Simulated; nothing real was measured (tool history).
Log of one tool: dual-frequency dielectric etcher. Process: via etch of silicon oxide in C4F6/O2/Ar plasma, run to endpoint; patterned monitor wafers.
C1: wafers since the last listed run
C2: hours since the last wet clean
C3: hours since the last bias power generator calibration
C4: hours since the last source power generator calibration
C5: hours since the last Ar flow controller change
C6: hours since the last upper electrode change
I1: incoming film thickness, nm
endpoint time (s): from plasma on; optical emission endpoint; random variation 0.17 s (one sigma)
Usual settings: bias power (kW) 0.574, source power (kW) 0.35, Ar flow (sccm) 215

run 1 hour=0 | bias_power_(kW)=0.574 source_power_(kW)=0.35 Ar_flow_(sccm)=215 | C1=0 C2=556.2 C3=2773.7 C4=2049 C5=3189.7 C6=2486.2 | I1=147.1 | endpoint_time_(s)=28.8
-- hour=40.9 wet clean of the chamber
run 2 hour=43.9 | bias_power_(kW)=0.574 source_power_(kW)=0.35 Ar_flow_(sccm)=215 | C1=218 C2=3 C3=2817.6 C4=2092.9 C5=3233.6 C6=2530.1 | I1=148.1 | endpoint_time_(s)=30.4
run 3 hour=94.3 | bias_power_(kW)=0.615 source_power_(kW)=0.35 Ar_flow_(sccm)=215 | C1=553 C2=53.4 C3=2868 C4=2143.3 C5=3284 C6=2580.5 | I1=148.4 | endpoint_time_(s)=29.3
run 4 hour=159.7 | bias_power_(kW)=0.615 source_power_(kW)=0.35 Ar_flow_(sccm)=215 | C1=718 C2=118.8 C3=2933.4 C4=2208.7 C5=3349.4 C6=2645.9 | I1=146.7 | endpoint_time_(s)=28.8
run 5 hour=224.5 | bias_power_(kW)=0.574 source_power_(kW)=0.35 Ar_flow_(sccm)=215 | C1=712 C2=183.6 C3=2998.2 C4=2273.5 C5=3414.2 C6=2710.7 | I1=148.1 | endpoint_time_(s)=30.3
run 6 hour=275.6 | bias_power_(kW)=0.574 source_power_(kW)=0.35 Ar_flow_(sccm)=215 | C1=561 C2=234.7 C3=3049.3 C4=2324.6 C5=3465.3 C6=2761.8 | I1=147 | endpoint_time_(s)=29.9
run 7 hour=337.3 | bias_power_(kW)=0.574 source_power_(kW)=0.35 Ar_flow_(sccm)=215 | C1=677 C2=296.4 C3=3111 C4=2386.3 C5=3527 C6=2823.5 | I1=147.8 | endpoint_time_(s)=29.9
-- hour=348.9 source power generator calibrated
run 8 hour=384.2 | bias_power_(kW)=0.574 source_power_(kW)=0.35 Ar_flow_(sccm)=215 | C1=471 C2=343.3 C3=3157.9 C4=35.3 C5=3573.9 C6=2870.4 | I1=146.3 | endpoint_time_(s)=29.4
run 9 hour=414.7 | bias_power_(kW)=0.574 source_power_(kW)=0.35 Ar_flow_(sccm)=215 | C1=335 C2=373.8 C3=3188.4 C4=65.8 C5=3604.4 C6=2900.9 | I1=145.9 | endpoint_time_(s)=29.3
run 10 hour=440.2 | bias_power_(kW)=0.574 source_power_(kW)=0.35 Ar_flow_(sccm)=215 | C1=280 C2=399.3 C3=3213.9 C4=91.3 C5=3629.9 C6=2926.4 | I1=147.7 | endpoint_time_(s)=29.3
-- hour=590.5 Ar flow controller replaced
-- hour=614.7 wet clean of the chamber
run 11 hour=615.2 | bias_power_(kW)=0.474 source_power_(kW)=0.35 Ar_flow_(sccm)=198 | C1=1593 C2=0.5 C3=3388.9 C4=266.3 C5=24.7 C6=3101.4 | I1=147.7 | endpoint_time_(s)=33.6
run 12 hour=632.5 | bias_power_(kW)=0.654 source_power_(kW)=0.43 Ar_flow_(sccm)=171 | C1=190 C2=17.8 C3=3406.2 C4=283.6 C5=42 C6=3118.7 | I1=148.5 | endpoint_time_(s)=25.1
run 13 hour=844.5 | bias_power_(kW)=0.706 source_power_(kW)=0.3 Ar_flow_(sccm)=215 | C1=2329 C2=229.8 C3=3618.2 C4=495.6 C5=254 C6=3330.7 | I1=148.4 | endpoint_time_(s)=28.5
run 14 hour=894.3 | bias_power_(kW)=0.696 source_power_(kW)=0.35 Ar_flow_(sccm)=235 | C1=547 C2=279.6 C3=3668 C4=545.4 C5=303.8 C6=3380.5 | I1=146.5 | endpoint_time_(s)=26.4
-- hour=932.6 bias power generator calibrated
run 15 hour=934.5 | bias_power_(kW)=0.454 source_power_(kW)=0.35 Ar_flow_(sccm)=215 | C1=397 C2=319.8 C3=1.9 C4=585.6 C5=344 C6=3420.7 | I1=146.6 | endpoint_time_(s)=33.4
run 16 hour=984.7 | bias_power_(kW)=0.529 source_power_(kW)=0.38 Ar_flow_(sccm)=195 | C1=551 C2=370 C3=52.1 C4=635.8 C5=394.2 C6=3470.9 | I1=146.8 | endpoint_time_(s)=29.1
-- hour=1010 upper electrode replaced
run 17 hour=1011 | bias_power_(kW)=0.5 source_power_(kW)=0.35 Ar_flow_(sccm)=215 | C1=25 C2=396.3 C3=78.4 C4=662.1 C5=420.5 C6=1 | I1=148.4 | endpoint_time_(s)=31.9
run 18 hour=1082.7 | bias_power_(kW)=0.713 source_power_(kW)=0.35 Ar_flow_(sccm)=174 | C1=787 C2=468 C3=150.1 C4=733.8 C5=492.2 C6=72.7 | I1=147.4 | endpoint_time_(s)=25.2
run 19 hour=1140.7 | bias_power_(kW)=0.574 source_power_(kW)=0.35 Ar_flow_(sccm)=250 | C1=637 C2=526 C3=208.1 C4=791.8 C5=550.2 C6=130.7 | I1=147.1 | endpoint_time_(s)=29
-- hour=1194.3 wet clean of the chamber
run 20 hour=1194.8 | bias_power_(kW)=0.633 source_power_(kW)=0.44 Ar_flow_(sccm)=260 | C1=330 C2=0.5 C3=262.2 C4=845.9 C5=604.3 C6=184.8 | I1=148.9 | endpoint_time_(s)=26.9
run 21 hour=1216.1 | bias_power_(kW)=0.449 source_power_(kW)=0.33 Ar_flow_(sccm)=196 | C1=234 C2=21.8 C3=283.5 C4=867.2 C5=625.6 C6=206.1 | I1=148.5 | endpoint_time_(s)=35.3
run 22 hour=1273.2 | bias_power_(kW)=0.637 source_power_(kW)=0.29 Ar_flow_(sccm)=252 | C1=627 C2=78.9 C3=340.6 C4=924.3 C5=682.7 C6=263.2 | I1=149 | endpoint_time_(s)=31.7
run 23 hour=1301.8 | bias_power_(kW)=0.61 source_power_(kW)=0.35 Ar_flow_(sccm)=215 | C1=314 C2=107.5 C3=369.2 C4=952.9 C5=711.3 C6=291.8 | I1=148.4 | endpoint_time_(s)=28.9
run 24 hour=1367.9 | bias_power_(kW)=0.574 source_power_(kW)=0.35 Ar_flow_(sccm)=184 | C1=726 C2=173.6 C3=435.3 C4=1019 C5=777.4 C6=357.9 | I1=146.5 | endpoint_time_(s)=29
run 25 hour=1423.6 | bias_power_(kW)=0.434 source_power_(kW)=0.41 Ar_flow_(sccm)=190 | C1=612 C2=229.3 C3=491 C4=1074.7 C5=833.1 C6=413.6 | I1=147 | endpoint_time_(s)=31.6

Run 26 comes next. What will it give?
run 26 hour=1475.7 | bias_power_(kW)=0.574 source_power_(kW)=0.35 Ar_flow_(sccm)=215 | C1=572 C2=281.4 C3=543.1 C4=1126.8 C5=885.2 C6=465.7 | I1=146.1 | endpoint_time_(s)=?

Run 26 gave endpoint time (s) 29.1.
Without the tool's hidden state the same run would have given endpoint time (s) 30.

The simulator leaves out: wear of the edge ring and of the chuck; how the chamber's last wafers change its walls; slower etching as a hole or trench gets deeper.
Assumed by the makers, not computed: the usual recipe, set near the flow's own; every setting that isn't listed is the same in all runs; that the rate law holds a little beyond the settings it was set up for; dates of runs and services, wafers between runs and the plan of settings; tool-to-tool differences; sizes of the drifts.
